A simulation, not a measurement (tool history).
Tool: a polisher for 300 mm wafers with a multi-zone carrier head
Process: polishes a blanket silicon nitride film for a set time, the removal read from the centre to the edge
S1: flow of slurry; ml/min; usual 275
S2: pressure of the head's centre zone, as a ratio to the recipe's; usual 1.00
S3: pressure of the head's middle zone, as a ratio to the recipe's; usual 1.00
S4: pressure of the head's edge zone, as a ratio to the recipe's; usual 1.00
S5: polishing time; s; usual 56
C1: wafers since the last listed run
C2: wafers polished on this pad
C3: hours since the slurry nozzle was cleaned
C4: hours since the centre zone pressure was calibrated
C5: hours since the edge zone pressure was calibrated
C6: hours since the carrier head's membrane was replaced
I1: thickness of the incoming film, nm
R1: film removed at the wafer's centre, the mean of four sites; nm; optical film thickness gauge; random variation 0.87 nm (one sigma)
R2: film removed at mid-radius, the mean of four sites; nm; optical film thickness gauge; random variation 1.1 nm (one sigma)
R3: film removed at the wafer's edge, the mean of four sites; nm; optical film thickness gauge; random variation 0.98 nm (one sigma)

run 1 hour=0.0 | S1=275 S2=1.00 S3=1.00 S4=1.04 S5=56 | C1=0 C2=2864 C3=386.8 C4=656.9 C5=985.2 C6=1156.4 | I1=811.0 | R1=95.5 R2=96.4 R3=96.3
-- hour=58.7 worn pad replaced by a new one
run 2 hour=59.2 | S1=275 S2=1.00 S3=1.00 S4=1.04 S5=56 | C1=794 C2=7 C3=446.0 C4=716.1 C5=1044.4 C6=1215.6 | I1=812.3 | R1=95.5 R2=96.0 R3=95.0
-- hour=131.5 slurry nozzle cleaned
run 3 hour=154.4 | S1=275 S2=1.00 S3=1.00 S4=1.00 S5=56 | C1=1356 C2=1363 C3=22.9 C4=811.3 C5=1139.6 C6=1310.8 | I1=813.2 | R1=95.1 R2=96.7 R3=93.2
-- hour=158.0 centre zone pressure recalibrated
-- hour=311.8 worn pad replaced by a new one
run 4 hour=312.3 | S1=275 S2=1.00 S3=1.00 S4=1.00 S5=56 | C1=2186 C2=7 C3=180.8 C4=154.3 C5=1297.5 C6=1468.7 | I1=796.8 | R1=94.2 R2=95.1 R3=94.6
run 5 hour=395.0 | S1=275 S2=1.00 S3=1.00 S4=1.00 S5=56 | C1=1190 C2=1198 C3=263.5 C4=237.0 C5=1380.2 C6=1551.4 | I1=800.4 | R1=93.3 R2=95.4 R3=95.1
run 6 hour=451.9 | S1=275 S2=1.00 S3=1.00 S4=1.00 S5=56 | C1=819 C2=2017 C3=320.4 C4=293.9 C5=1437.1 C6=1608.3 | I1=786.1 | R1=95.2 R2=97.5 R3=93.1
-- hour=503.8 carrier head's membrane replaced by a new one
-- hour=525.4 worn pad replaced by a new one
-- hour=527.2 edge zone pressure recalibrated
run 7 hour=534.8 | S1=275 S2=1.00 S3=1.00 S4=1.00 S5=56 | C1=1037 C2=109 C3=403.3 C4=376.8 C5=7.6 C6=31.0 | I1=797.3 | R1=95.2 R2=96.7 R3=92.9
-- hour=616.2 slurry nozzle cleaned
run 8 hour=638.6 | S1=275 S2=1.00 S3=0.93 S4=1.12 S5=62 | C1=1479 C2=1589 C3=22.4 C4=480.6 C5=111.4 C6=134.8 | I1=793.7 | R1=104.7 R2=100.8 R3=106.2
run 9 hour=716.1 | S1=245 S2=1.08 S3=1.00 S4=1.00 S5=56 | C1=1115 C2=2704 C3=99.9 C4=558.1 C5=188.9 C6=212.3 | I1=800.9 | R1=101.2 R2=95.9 R3=92.8
-- hour=727.2 worn pad replaced by a new one
run 10 hour=768.8 | S1=275 S2=1.00 S3=1.07 S4=1.00 S5=56 | C1=701 C2=598 C3=152.6 C4=610.8 C5=241.6 C6=265.0 | I1=812.3 | R1=96.4 R2=101.7 R3=94.1
-- hour=798.9 centre zone pressure recalibrated
run 11 hour=820.0 | S1=220 S2=0.96 S3=0.94 S4=1.00 S5=56 | C1=708 C2=1307 C3=203.8 C4=21.1 C5=292.8 C6=316.2 | I1=789.0 | R1=89.1 R2=89.6 R3=90.5
-- hour=936.3 worn pad replaced by a new one
run 12 hour=946.0 | S1=200 S2=0.89 S3=1.00 S4=0.93 S5=56 | C1=1756 C2=139 C3=329.8 C4=147.1 C5=418.8 C6=442.2 | I1=791.6 | R1=80.4 R2=92.9 R3=86.3
run 13 hour=1016.0 | S1=275 S2=1.09 S3=1.12 S4=1.00 S5=56 | C1=1007 C2=1147 C3=399.8 C4=217.1 C5=488.8 C6=512.2 | I1=794.6 | R1=104.2 R2=105.3 R3=92.6
run 14 hour=1072.7 | S1=275 S2=1.00 S3=1.00 S4=1.00 S5=56 | C1=816 C2=1963 C3=456.5 C4=273.8 C5=545.5 C6=568.9 | I1=810.8 | R1=95.2 R2=96.5 R3=91.1
-- hour=1087.7 slurry nozzle cleaned
run 15 hour=1148.6 | S1=275 S2=1.00 S3=1.00 S4=1.00 S5=56 | C1=1078 C2=3041 C3=60.9 C4=349.7 C5=621.4 C6=644.8 | I1=785.4 | R1=95.6 R2=97.1 R3=94.1

The tool's hidden state at each run:
removal rate lost through wear of the pad, %: 0 in every run
slurry flow missing at the pad, %: 0 in every run
deviation of the centre zone's pressure from its setpoint, %: 0 in every run
deviation of the edge zone's pressure from its setpoint, %: 0 in every run
